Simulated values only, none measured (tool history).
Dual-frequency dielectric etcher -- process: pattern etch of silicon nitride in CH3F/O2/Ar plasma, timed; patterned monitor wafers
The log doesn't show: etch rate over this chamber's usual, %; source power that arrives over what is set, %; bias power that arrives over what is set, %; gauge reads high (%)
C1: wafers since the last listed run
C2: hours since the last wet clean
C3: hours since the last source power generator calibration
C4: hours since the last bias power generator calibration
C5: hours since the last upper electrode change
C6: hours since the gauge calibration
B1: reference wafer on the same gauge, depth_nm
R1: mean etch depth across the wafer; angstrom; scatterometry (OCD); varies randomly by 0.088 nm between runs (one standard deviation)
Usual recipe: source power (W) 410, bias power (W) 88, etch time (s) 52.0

Run 1, hour 0.0: usual settings but bias power (W) 73; C1 0; C2 262.7; C3 3937.6; C4 4380.1; C5 5483.0; C6 244.3; B1 30.50. Result: R1 330.5 angstrom.
Run 2, hour 11.3: usual settings but etch time (s) 61.5; C1 129; C2 274.0; C3 3948.9; C4 4391.4; C5 5494.3; C6 255.6; B1 30.50. Result: R1 414.6 angstrom.
Run 3, hour 19.6: usual settings but source power (W) 350; C1 94; C2 282.3; C3 3957.2; C4 4399.7; C5 5502.6; C6 263.9; B1 30.51. Result: R1 337.0 angstrom.
Run 4, hour 31.3: usual settings but source power (W) 350; C1 133; C2 294.0; C3 3968.9; C4 4411.4; C5 5514.3; C6 275.6; B1 30.49. Result: R1 336.8 angstrom.
Run 5, hour 37.6: usual settings but source power (W) 350; C1 71; C2 300.3; C3 3975.2; C4 4417.7; C5 5520.6; C6 281.9; B1 30.51. Result: R1 337.5 angstrom.
Run 6, hour 51.7: usual settings; C1 161; C2 314.4; C3 3989.3; C4 4431.8; C5 5534.7; C6 296.0; B1 30.50. Result: R1 348.6 angstrom.
Run 7, hour 58.0: usual settings; C1 71; C2 320.7; C3 3995.6; C4 4438.1; C5 5541.0; C6 302.3; B1 30.51. Result: R1 349.1 angstrom.
Run 8, hour 73.6: usual settings; C1 178; C2 336.3; C3 4011.2; C4 4453.7; C5 5556.6; C6 317.9; B1 30.52. Result: R1 349.4 angstrom.
Run 9, hour 82.1: usual settings but bias power (W) 82; C1 97; C2 344.8; C3 4019.7; C4 4462.2; C5 5565.1; C6 326.4; B1 30.48. Result: R1 340.5 angstrom.
Run 10, hour 90.3: usual settings but bias power (W) 82; C1 93; C2 353.0; C3 4027.9; C4 4470.4; C5 5573.3; C6 334.6; B1 30.50. Result: R1 339.5 angstrom.
At hour 118.0: wet clean of the chamber.
At hour 120.1: upper electrode replaced.
Run 11, hour 120.6: usual settings; C1 47; C2 2.6; C3 4058.2; C4 4500.7; C5 0.5; C6 364.9; B1 30.53. Result: R1 358.3 angstrom.
Run 12, hour 154.2: usual settings but source power (W) 490, bias power (W) 104; C1 383; C2 36.2; C3 4091.8; C4 4534.3; C5 34.1; C6 398.5; B1 30.47. Result: R1 394.5 angstrom.
Run 13, hour 165.8: usual settings; C1 132; C2 47.8; C3 4103.4; C4 4545.9; C5 45.7; C6 410.1; B1 30.49. Result: R1 354.5 angstrom.
At hour 172.8: bias power generator calibrated.
At hour 175.0: source power generator calibrated.
Run 14, hour 181.6: usual settings but source power (W) 440, bias power (W) 75; C1 109; C2 63.6; C3 6.6; C4 8.8; C5 61.5; C6 425.9; B1 30.51. Result: R1 343.6 angstrom.
Run 15, hour 190.2: usual settings; C1 98; C2 72.2; C3 15.2; C4 17.4; C5 70.1; C6 434.5; B1 30.50. Result: R1 356.2 angstrom.
Run 16, hour 204.8: usual settings but etch time (s) 43.0; C1 166; C2 86.8; C3 29.8; C4 32.0; C5 84.7; C6 449.1; B1 30.51. Result: R1 293.6 angstrom.
At hour 214.6: gauge calibrated.
Run 17, hour 217.3: usual settings but source power (W) 480, bias power (W) 109; C1 142; C2 99.3; C3 42.3; C4 44.5; C5 97.2; C6 2.7; B1 30.50. Result: R1 398.8 angstrom.
Run 18, hour 231.8: usual settings; C1 165; C2 113.8; C3 56.8; C4 59.0; C5 111.7; C6 17.2; B1 30.50. Result: R1 354.4 angstrom.
Run 19, hour 238.3: usual settings but bias power (W) 104; C1 74; C2 120.3; C3 63.3; C4 65.5; C5 118.2; C6 23.7; B1 30.49. Result: R1 375.5 angstrom.
Run 20, hour 245.6: usual settings but bias power (W) 73, etch time (s) 64.5; C1 83; C2 127.6; C3 70.6; C4 72.8; C5 125.5; C6 31.0; B1 30.49. Result: R1 413.0 angstrom.
Run 21, hour 262.8: usual settings but source power (W) 370, etch time (s) 43.5; C1 196; C2 144.8; C3 87.8; C4 90.0; C5 142.7; C6 48.2; B1 30.48. Result: R1 289.5 angstrom.
Run 22, hour 273.9: usual settings but etch time (s) 48.0; C1 126; C2 155.9; C3 98.9; C4 101.1; C5 153.8; C6 59.3; B1 30.51. Result: R1 326.6 angstrom.
Run 23, hour 290.9: usual settings but etch time (s) 63.5; C1 194; C2 172.9; C3 115.9; C4 118.1; C5 170.8; C6 76.3; B1 30.49. Result: R1 429.5 angstrom.
Run 24, hour 301.2: usual settings but source power (W) 460; C1 117; C2 183.2; C3 126.2; C4 128.4; C5 181.1; C6 86.6; B1 30.48. Result: R1 363.2 angstrom.
Run 25, hour 307.8: usual settings but source power (W) 310, etch time (s) 61.0; C1 75; C2 189.8; C3 132.8; C4 135.0; C5 187.7; C6 93.2; B1 30.51. Result: R1 386.6 angstrom.
Run 26, hour 320.6: usual settings but etch time (s) 48.0; C1 146; C2 202.6; C3 145.6; C4 147.8; C5 200.5; C6 106.0; B1 30.48. Result: R1 325.7 angstrom.
Run 27, hour 338.2: usual settings; C1 201; C2 220.2; C3 163.2; C4 165.4; C5 218.1; C6 123.6; B1 30.49. Result: R1 354.2 angstrom.
Run 28, hour 350.8: usual settings but source power (W) 320, etch time (s) 65.0; C1 143; C2 232.8; C3 175.8; C4 178.0; C5 230.7; C6 136.2; B1 30.50. Result: R1 413.8 angstrom.
Run 29, hour 368.4: usual settings but bias power (W) 103; C1 201; C2 250.4; C3 193.4; C4 195.6; C5 248.3; C6 153.8; B1 30.50. Result: R1 370.6 angstrom.

Each row is a separate what-if for the run after 29, all from the same tool condition, not one after another. Results?
Run A, hour 368.8: usual settings but etch time (s) 58.5; C1 4; C2 250.8; C3 193.8; C4 196.0; C5 248.7; C6 154.2; B1 ?. Result: R1 ?.
Run B, hour 368.8: usual settings but source power (W) 450; C1 4; C2 250.8; C3 193.8; C4 196.0; C5 248.7; C6 154.2; B1 ?. Result: R1 ?.
Run C, hour 368.8: usual settings but source power (W) 500, bias power (W) 104; C1 4; C2 250.8; C3 193.8; C4 196.0; C5 248.7; C6 154.2; B1 ?. Result: R1 ?.
Run D, hour 368.8: usual settings but source power (W) 440; C1 4; C2 250.8; C3 193.8; C4 196.0; C5 248.7; C6 154.2; B1 ?. Result: R1 ?.

run     B1     R1
  A  30.50  393.3
  B  30.50  358.0
  C  30.50  390.0
  D  30.50  355.9
With no hidden state in the tool, these same runs would have given:
run     R1
  A  399.3
  B  363.4
  C  396.0
  D  361.4
